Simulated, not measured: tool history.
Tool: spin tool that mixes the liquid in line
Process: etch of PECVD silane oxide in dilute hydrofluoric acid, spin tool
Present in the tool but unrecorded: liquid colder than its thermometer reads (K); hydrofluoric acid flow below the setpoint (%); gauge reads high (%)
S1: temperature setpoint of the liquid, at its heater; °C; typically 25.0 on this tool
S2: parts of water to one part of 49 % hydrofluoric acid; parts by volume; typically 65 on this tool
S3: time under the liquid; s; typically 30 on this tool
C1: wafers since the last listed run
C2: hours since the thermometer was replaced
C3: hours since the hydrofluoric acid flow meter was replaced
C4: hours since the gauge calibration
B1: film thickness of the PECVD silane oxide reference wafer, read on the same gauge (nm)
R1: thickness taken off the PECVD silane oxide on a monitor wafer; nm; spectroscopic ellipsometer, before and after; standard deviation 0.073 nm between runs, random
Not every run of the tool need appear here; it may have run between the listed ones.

| run | hour | S1 | S2 | S3 | C1 | C2 | C3 | C4 | B1 | R1 |
|---|---|---|---|---|---|---|---|---|---|---|
| 1 | 0.0 | 25.0 | 65 | 30 | 0 | 1289.2 | 1065.3 | 22.2 | 149.99 | 13.83 |
| 2 | 40.5 | 25.0 | 65 | 30 | 542 | 1329.7 | 1105.8 | 62.7 | 150.02 | 13.87 |
| 3 | 68.1 | 25.0 | 65 | 30 | 369 | 1357.3 | 1133.4 | 90.3 | 150.01 | 13.82 |
| 4 | 107.0 | 21.0 | 65 | 25 | 520 | 1396.2 | 1172.3 | 129.2 | 150.02 | 9.80 |
| 5 | 147.4 | 21.0 | 65 | 25 | 540 | 1436.6 | 1212.7 | 169.6 | 149.98 | 9.68 |
| 6 | 182.0 | 28.5 | 65 | 30 | 463 | 1471.2 | 1247.3 | 204.2 | 150.00 | 15.81 |
| 7 | 230.6 | 28.5 | 65 | 30 | 650 | 1519.8 | 1295.9 | 252.8 | 150.02 | 15.81 |
| 8 | 270.2 | 25.0 | 65 | 30 | 530 | 1559.4 | 1335.5 | 292.4 | 149.99 | 13.63 |
| 9 | 303.6 | 25.0 | 65 | 30 | 447 | 1592.8 | 1368.9 | 325.8 | 150.00 | 13.67 |
| 10 | 362.0 | 25.0 | 65 | 30 | 781 | 1651.2 | 1427.3 | 384.2 | 150.01 | 13.56 |
| 11 | 418.4 | 25.0 | 65 | 30 | 754 | 1707.6 | 1483.7 | 440.6 | 149.99 | 13.64 |
| 12 | 451.5 | 25.0 | 65 | 30 | 443 | 1740.7 | 1516.8 | 473.7 | 149.98 | 13.53 |
| 13 | 497.9 | 25.0 | 65 | 30 | 621 | 1787.1 | 1563.2 | 520.1 | 150.01 | 13.52 |
| 14 | 542.5 | 25.0 | 65 | 30 | 596 | 1831.7 | 1607.8 | 564.7 | 150.00 | 13.53 |
|  | 560.8 | thermometer replaced |
| 15 | 596.4 | 25.0 | 65 | 30 | 708 | 35.6 | 1661.7 | 618.6 | 150.01 | 14.13 |
|  | 622.2 | hydrofluoric acid flow meter replaced |
| 16 | 642.2 | 25.0 | 65 | 30 | 599 | 81.4 | 20.0 | 664.4 | 149.96 | 14.80 |
| 17 | 710.3 | 25.0 | 85 | 40 | 911 | 149.5 | 88.1 | 732.5 | 149.99 | 14.62 |
| 18 | 768.9 | 25.0 | 65 | 30 | 784 | 208.1 | 146.7 | 791.1 | 149.99 | 14.68 |
| 19 | 830.1 | 21.0 | 90 | 50 | 819 | 269.3 | 207.9 | 852.3 | 150.01 | 14.57 |
| 20 | 855.1 | 20.5 | 40 | 40 | 334 | 294.3 | 232.9 | 877.3 | 150.00 | 27.07 |
| 21 | 911.3 | 25.0 | 40 | 30 | 752 | 350.5 | 289.1 | 933.5 | 150.01 | 24.59 |
| 22 | 947.1 | 22.5 | 45 | 45 | 479 | 386.3 | 324.9 | 969.3 | 150.01 | 29.31 |
| 23 | 977.4 | 28.5 | 85 | 50 | 405 | 416.6 | 355.2 | 999.6 | 149.98 | 20.70 |
| 24 | 1019.1 | 25.0 | 65 | 30 | 558 | 458.3 | 396.9 | 1041.3 | 150.00 | 14.34 |
|  | 1132.1 | gauge calibrated |
| 25 | 1199.7 | 25.0 | 65 | 30 | 2417 | 638.9 | 577.5 | 67.6 | 150.00 | 14.40 |
| 26 | 1323.8 | 25.0 | 65 | 30 | 1661 | 763.0 | 701.6 | 191.7 | 150.03 | 14.17 |
| 27 | 1394.9 | 25.0 | 65 | 30 | 951 | 834.1 | 772.7 | 262.8 | 150.00 | 14.20 |
| 28 | 1420.6 | 23.5 | 40 | 45 | 343 | 859.8 | 798.4 | 288.5 | 149.99 | 33.66 |
| 29 | 1482.1 | 25.0 | 65 | 30 | 823 | 921.3 | 859.9 | 350.0 | 150.00 | 14.10 |
| 30 | 1517.6 | 25.0 | 65 | 30 | 475 | 956.8 | 895.4 | 385.5 | 149.99 | 14.09 |
| 31 | 1561.4 | 25.0 | 75 | 30 | 586 | 1000.6 | 939.2 | 429.3 | 150.01 | 12.05 |
| 32 | 1621.1 | 29.0 | 50 | 40 | 799 | 1060.3 | 998.9 | 489.0 | 150.00 | 29.41 |
| 33 | 1684.1 | 25.0 | 85 | 30 | 843 | 1123.3 | 1061.9 | 552.0 | 149.97 | 10.43 |

Predict each of these 3 candidate next runs independently; none follows another, all start after run 33:
| A | 1684.5 | 25.0 | 65 | 30 | 5 | 1123.7 | 1062.3 | 552.4 | ? | ? |
| B | 1684.5 | 27.0 | 50 | 30 | 5 | 1123.7 | 1062.3 | 552.4 | ? | ? |
| C | 1684.5 | 22.0 | 90 | 20 | 5 | 1123.7 | 1062.3 | 552.4 | ? | ? |

| run | B1 | R1 |
|---|---|---|
| A | 150.00 | 14.00 |
| B | 150.00 | 20.15 |
| C | 150.00 | 5.78 |
Stripped of hidden state, with their random variation kept, the same runs would have yielded:
| run | R1 |
|---|---|
| A | 15.02 |
| B | 21.60 |
| C | 6.21 |
